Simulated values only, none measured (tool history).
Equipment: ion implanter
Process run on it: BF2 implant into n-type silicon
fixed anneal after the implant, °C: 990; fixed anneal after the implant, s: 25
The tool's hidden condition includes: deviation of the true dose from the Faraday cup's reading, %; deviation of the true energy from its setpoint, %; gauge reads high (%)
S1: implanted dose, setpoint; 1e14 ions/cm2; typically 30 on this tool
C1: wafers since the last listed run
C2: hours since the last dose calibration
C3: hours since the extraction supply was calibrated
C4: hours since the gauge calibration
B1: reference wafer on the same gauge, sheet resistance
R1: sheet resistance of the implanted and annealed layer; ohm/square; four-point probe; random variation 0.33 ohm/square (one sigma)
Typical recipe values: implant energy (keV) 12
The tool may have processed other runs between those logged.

Run 1, hour 0: usual settings; C1 0; C2 1541.9; C3 2995.7; C4 685.4; B1 184.05. Result: R1 218.94 ohm/square.
Run 2, hour 25.8: usual settings; C1 444; C2 1567.7; C3 3021.5; C4 711.2; B1 184.01. Result: R1 219.21 ohm/square.
Run 3, hour 56: usual settings; C1 520; C2 1597.9; C3 3051.7; C4 741.4; B1 184.06. Result: R1 219.01 ohm/square.
Run 4, hour 90.9: usual settings; C1 601; C2 1632.8; C3 3086.6; C4 776.3; B1 183.97. Result: R1 218.9 ohm/square.
Run 5, hour 159.7: usual settings; C1 1185; C2 1701.6; C3 3155.4; C4 845.1; B1 184. Result: R1 219.39 ohm/square.
Run 6, hour 186.1: usual settings; C1 454; C2 1728; C3 3181.8; C4 871.5; B1 184. Result: R1 219.37 ohm/square.
Run 7, hour 214.4: usual settings; C1 487; C2 1756.3; C3 3210.1; C4 899.8; B1 184. Result: R1 219.14 ohm/square.
Run 8, hour 241: usual settings but implant energy (keV) 9.5; C1 458; C2 1782.9; C3 3236.7; C4 926.4; B1 184.03. Result: R1 238.93 ohm/square.
Run 9, hour 264.7: usual settings but S1 25.91 1e14 ions/cm2; C1 408; C2 1806.6; C3 3260.4; C4 950.1; B1 184.05. Result: R1 221.63 ohm/square.
Run 10, hour 292.2: usual settings; C1 473; C2 1834.1; C3 3287.9; C4 977.6; B1 183.96. Result: R1 218.25 ohm/square.
Run 11, hour 307.5: usual settings; C1 263; C2 1849.4; C3 3303.2; C4 992.9; B1 183.94. Result: R1 218.5 ohm/square.
Run 12, hour 333.3: usual settings; C1 444; C2 1875.2; C3 3329; C4 1018.7; B1 184. Result: R1 219.07 ohm/square.
Run 13, hour 353.1: usual settings; C1 341; C2 1895; C3 3348.8; C4 1038.5; B1 183.98. Result: R1 219.4 ohm/square.
Run 14, hour 368.4: usual settings but S1 32.3 1e14 ions/cm2; C1 263; C2 1910.3; C3 3364.1; C4 1053.8; B1 183.97. Result: R1 217.66 ohm/square.
Run 15, hour 403.2: usual settings but S1 32.3 1e14 ions/cm2; C1 599; C2 1945.1; C3 3398.9; C4 1088.6; B1 184. Result: R1 217.82 ohm/square.
Run 16, hour 434.1: usual settings but S1 35.95 1e14 ions/cm2; C1 532; C2 1976; C3 3429.8; C4 1119.5; B1 183.93. Result: R1 215.51 ohm/square.
At hour 449.3: gauge calibrated.
Run 17, hour 454.7: usual settings but S1 35.95 1e14 ions/cm2; C1 355; C2 1996.6; C3 3450.4; C4 5.4; B1 184. Result: R1 215.44 ohm/square.
At hour 469.2: Faraday cup replaced and dose calibrated.
Run 18, hour 472.8: usual settings but S1 23.61 1e14 ions/cm2, implant energy (keV) 15; C1 174; C2 3.6; C3 3468.5; C4 23.5; B1 184.04. Result: R1 204.59 ohm/square.
Run 19, hour 498: usual settings but S1 21.04 1e14 ions/cm2; C1 434; C2 28.8; C3 3493.7; C4 48.7; B1 183.93. Result: R1 225.65 ohm/square.
Run 20, hour 525.3: usual settings but S1 32.3 1e14 ions/cm2; C1 470; C2 56.1; C3 3521; C4 76; B1 183.93. Result: R1 217.16 ohm/square.
Run 21, hour 544.8: usual settings but S1 36.43 1e14 ions/cm2, implant energy (keV) 15; C1 336; C2 75.6; C3 3540.5; C4 95.5; B1 184.04. Result: R1 196.61 ohm/square.
At hour 559.7: extraction supply calibrated.
Run 22, hour 635.4: usual settings; C1 1423; C2 166.2; C3 75.7; C4 186.1; B1 183.99. Result: R1 218.27 ohm/square.
Run 23, hour 664.1: usual settings but S1 27.09 1e14 ions/cm2; C1 494; C2 194.9; C3 104.4; C4 214.8; B1 183.99. Result: R1 221.26 ohm/square.
Run 24, hour 695.7: usual settings but S1 35.21 1e14 ions/cm2, implant energy (keV) 9; C1 544; C2 226.5; C3 136; C4 246.4; B1 183.97. Result: R1 240.05 ohm/square.
Run 25, hour 722.1: usual settings but S1 23.85 1e14 ions/cm2, implant energy (keV) 15.5; C1 454; C2 252.9; C3 162.4; C4 272.8; B1 184.01. Result: R1 201.65 ohm/square.
Run 26, hour 735: usual settings but S1 23.58 1e14 ions/cm2, implant energy (keV) 9; C1 222; C2 265.8; C3 175.3; C4 285.7; B1 183.96. Result: R1 247.63 ohm/square.
Run 27, hour 748.2: usual settings but S1 25.4 1e14 ions/cm2; C1 227; C2 279; C3 188.5; C4 298.9; B1 183.95. Result: R1 221.83 ohm/square.
Run 28, hour 766.7: usual settings but S1 23.61 1e14 ions/cm2, implant energy (keV) 15; C1 318; C2 297.5; C3 207; C4 317.4; B1 183.97. Result: R1 205.42 ohm/square.
Run 29, hour 780.6: usual settings but S1 26.55 1e14 ions/cm2, implant energy (keV) 9.5; C1 239; C2 311.4; C3 220.9; C4 331.3; B1 183.99. Result: R1 240.89 ohm/square.
Run 30, hour 804.1: usual settings but S1 35.47 1e14 ions/cm2, implant energy (keV) 10.5; C1 404; C2 334.9; C3 244.4; C4 354.8; B1 184.09. Result: R1 227.25 ohm/square.
Run 31, hour 833.3: usual settings but S1 21.89 1e14 ions/cm2, implant energy (keV) 15.5; C1 503; C2 364.1; C3 273.6; C4 384; B1 184.01. Result: R1 203.26 ohm/square.
Run 32, hour 869.2: usual settings; C1 618; C2 400; C3 309.5; C4 419.9; B1 183.93. Result: R1 218.96 ohm/square.
Run 33, hour 903.8: usual settings but S1 34.93 1e14 ions/cm2, implant energy (keV) 8; C1 596; C2 434.6; C3 344.1; C4 454.5; B1 184.02. Result: R1 251.34 ohm/square.
Run 34, hour 920.1: usual settings; C1 280; C2 450.9; C3 360.4; C4 470.8; B1 183.96. Result: R1 219 ohm/square.
Run 35, hour 942.9: usual settings but S1 27.41 1e14 ions/cm2, implant energy (keV) 14.5; C1 392; C2 473.7; C3 383.2; C4 493.6; B1 184.05. Result: R1 204.78 ohm/square.

Alternative continuations, all from the tool just after run 35; predict every row:
Run A, hour 943.3: usual settings; C1 6; C2 474.1; C3 383.6; C4 494; B1 ?. Result: R1 ?.
Run B, hour 943.3: usual settings but S1 27.61 1e14 ions/cm2, implant energy (keV) 14.5; C1 6; C2 474.1; C3 383.6; C4 494; B1 ?. Result: R1 ?.
Run C, hour 943.3: usual settings but S1 26.54 1e14 ions/cm2, implant energy (keV) 14; C1 6; C2 474.1; C3 383.6; C4 494; B1 ?. Result: R1 ?.
Run D, hour 943.3: usual settings but S1 24.48 1e14 ions/cm2, implant energy (keV) 11; C1 6; C2 474.1; C3 383.6; C4 494; B1 ?. Result: R1 ?.

run      B1      R1
  A  183.95  218.91
  B  183.95   204.6
  C  183.95  208.24
  D  183.95  230.06
Had the tool no hidden state, the same runs would have come out as:
run      R1
  A  218.91
  B   204.6
  C  208.24
  D  230.06

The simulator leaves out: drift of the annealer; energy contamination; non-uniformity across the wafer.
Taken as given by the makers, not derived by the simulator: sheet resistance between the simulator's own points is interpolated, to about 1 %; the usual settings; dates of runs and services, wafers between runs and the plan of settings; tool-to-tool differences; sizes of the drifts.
